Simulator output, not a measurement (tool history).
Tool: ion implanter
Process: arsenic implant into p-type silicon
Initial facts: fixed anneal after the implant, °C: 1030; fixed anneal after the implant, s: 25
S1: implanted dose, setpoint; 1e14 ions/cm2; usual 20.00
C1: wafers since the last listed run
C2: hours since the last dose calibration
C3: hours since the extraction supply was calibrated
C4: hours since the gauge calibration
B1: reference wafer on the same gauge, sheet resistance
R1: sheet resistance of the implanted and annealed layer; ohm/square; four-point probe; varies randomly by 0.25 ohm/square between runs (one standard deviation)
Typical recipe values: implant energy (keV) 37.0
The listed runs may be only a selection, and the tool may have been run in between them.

Run 1, hour 0.0: usual settings but implant energy (keV) 42.5; C1 0; C2 314.4; C3 1742.5; C4 281.5; B1 65.83. Result: R1 65.23 ohm/square.
Run 2, hour 71.5: usual settings but S1 23.01 1e14 ions/cm2; C1 1566; C2 385.9; C3 1814.0; C4 353.0; B1 65.47. Result: R1 63.79 ohm/square.
Run 3, hour 109.4: usual settings but S1 23.01 1e14 ions/cm2; C1 830; C2 423.8; C3 1851.9; C4 390.9; B1 65.49. Result: R1 64.05 ohm/square.
Run 4, hour 134.0: usual settings; C1 538; C2 448.4; C3 1876.5; C4 415.5; B1 65.59. Result: R1 67.66 ohm/square.
Run 5, hour 189.7: usual settings; C1 1220; C2 504.1; C3 1932.2; C4 471.2; B1 65.43. Result: R1 67.24 ohm/square.
Run 6, hour 257.6: usual settings but S1 23.52 1e14 ions/cm2; C1 1487; C2 572.0; C3 2000.1; C4 539.1; B1 65.42. Result: R1 63.13 ohm/square.
Run 7, hour 291.5: usual settings; C1 742; C2 605.9; C3 2034.0; C4 573.0; B1 65.36. Result: R1 67.31 ohm/square.
Run 8, hour 345.6: usual settings but S1 22.46 1e14 ions/cm2; C1 1185; C2 660.0; C3 2088.1; C4 627.1; B1 65.24. Result: R1 64.08 ohm/square.
Run 9, hour 376.1: usual settings but S1 22.46 1e14 ions/cm2; C1 668; C2 690.5; C3 2118.6; C4 657.6; B1 65.31. Result: R1 64.73 ohm/square.
Run 10, hour 429.8: usual settings but implant energy (keV) 27.5; C1 1176; C2 744.2; C3 2172.3; C4 711.3; B1 65.33. Result: R1 73.08 ohm/square.
Run 11, hour 483.5: usual settings but implant energy (keV) 27.5; C1 1176; C2 797.9; C3 2226.0; C4 765.0; B1 65.23. Result: R1 73.56 ohm/square.
At hour 540.5: Faraday cup replaced and dose calibrated.
Run 12, hour 541.0: usual settings but S1 22.18 1e14 ions/cm2, implant energy (keV) 26.0; C1 1084; C2 0.5; C3 2283.5; C4 822.5; B1 65.16. Result: R1 71.92 ohm/square.
Run 13, hour 571.4: usual settings; C1 665; C2 30.9; C3 2313.9; C4 852.9; B1 65.09. Result: R1 67.46 ohm/square.
Run 14, hour 598.5: usual settings but S1 25.25 1e14 ions/cm2, implant energy (keV) 33.5; C1 593; C2 58.0; C3 2341.0; C4 880.0; B1 65.23. Result: R1 63.74 ohm/square.
Run 15, hour 636.7: usual settings but S1 25.91 1e14 ions/cm2, implant energy (keV) 26.0; C1 836; C2 96.2; C3 2379.2; C4 918.2; B1 65.20. Result: R1 68.57 ohm/square.
Run 16, hour 697.5: usual settings but S1 17.73 1e14 ions/cm2; C1 1331; C2 157.0; C3 2440.0; C4 979.0; B1 65.27. Result: R1 71.06 ohm/square.
Run 17, hour 727.6: usual settings but S1 16.30 1e14 ions/cm2; C1 659; C2 187.1; C3 2470.1; C4 1009.1; B1 65.14. Result: R1 74.15 ohm/square.
At hour 829.0: gauge calibrated.
At hour 878.2: extraction supply calibrated.
Run 18, hour 887.8: usual settings but S1 22.05 1e14 ions/cm2; C1 3333; C2 347.3; C3 9.6; C4 58.8; B1 66.10. Result: R1 66.01 ohm/square.
Run 19, hour 942.2: usual settings; C1 1191; C2 401.7; C3 64.0; C4 113.2; B1 66.01. Result: R1 68.30 ohm/square.
Run 20, hour 1002.2: usual settings but S1 14.38 1e14 ions/cm2; C1 1314; C2 461.7; C3 124.0; C4 173.2; B1 65.75. Result: R1 79.67 ohm/square.
Run 21, hour 1030.1: usual settings; C1 611; C2 489.6; C3 151.9; C4 201.1; B1 65.61. Result: R1 68.33 ohm/square.
Run 22, hour 1100.2: usual settings but S1 17.11 1e14 ions/cm2, implant energy (keV) 31.5; C1 1535; C2 559.7; C3 222.0; C4 271.2; B1 65.67. Result: R1 76.04 ohm/square.

Forecast each of these 4 alternatives for the next run:
Run A, hour 1100.6: usual settings; C1 8; C2 560.1; C3 222.4; C4 271.6; B1 ?. Result: R1 ?.
Run B, hour 1100.6: usual settings but S1 15.89 1e14 ions/cm2, implant energy (keV) 33.5; C1 8; C2 560.1; C3 222.4; C4 271.6; B1 ?. Result: R1 ?.
Run C, hour 1100.6: usual settings but S1 17.88 1e14 ions/cm2, implant energy (keV) 48.5; C1 8; C2 560.1; C3 222.4; C4 271.6; B1 ?. Result: R1 ?.
Run D, hour 1100.6: usual settings but S1 24.97 1e14 ions/cm2, implant energy (keV) 41.5; C1 8; C2 560.1; C3 222.4; C4 271.6; B1 ?. Result: R1 ?.

run     B1     R1
  A  65.69  67.62
  B  65.69  77.24
  C  65.69  65.97
  D  65.69  59.58
Take away the tool's hidden state, keep each run's random variation, and the runs would have read:
run     R1
  A  68.31
  B  78.03
  C  66.65
  D  60.19
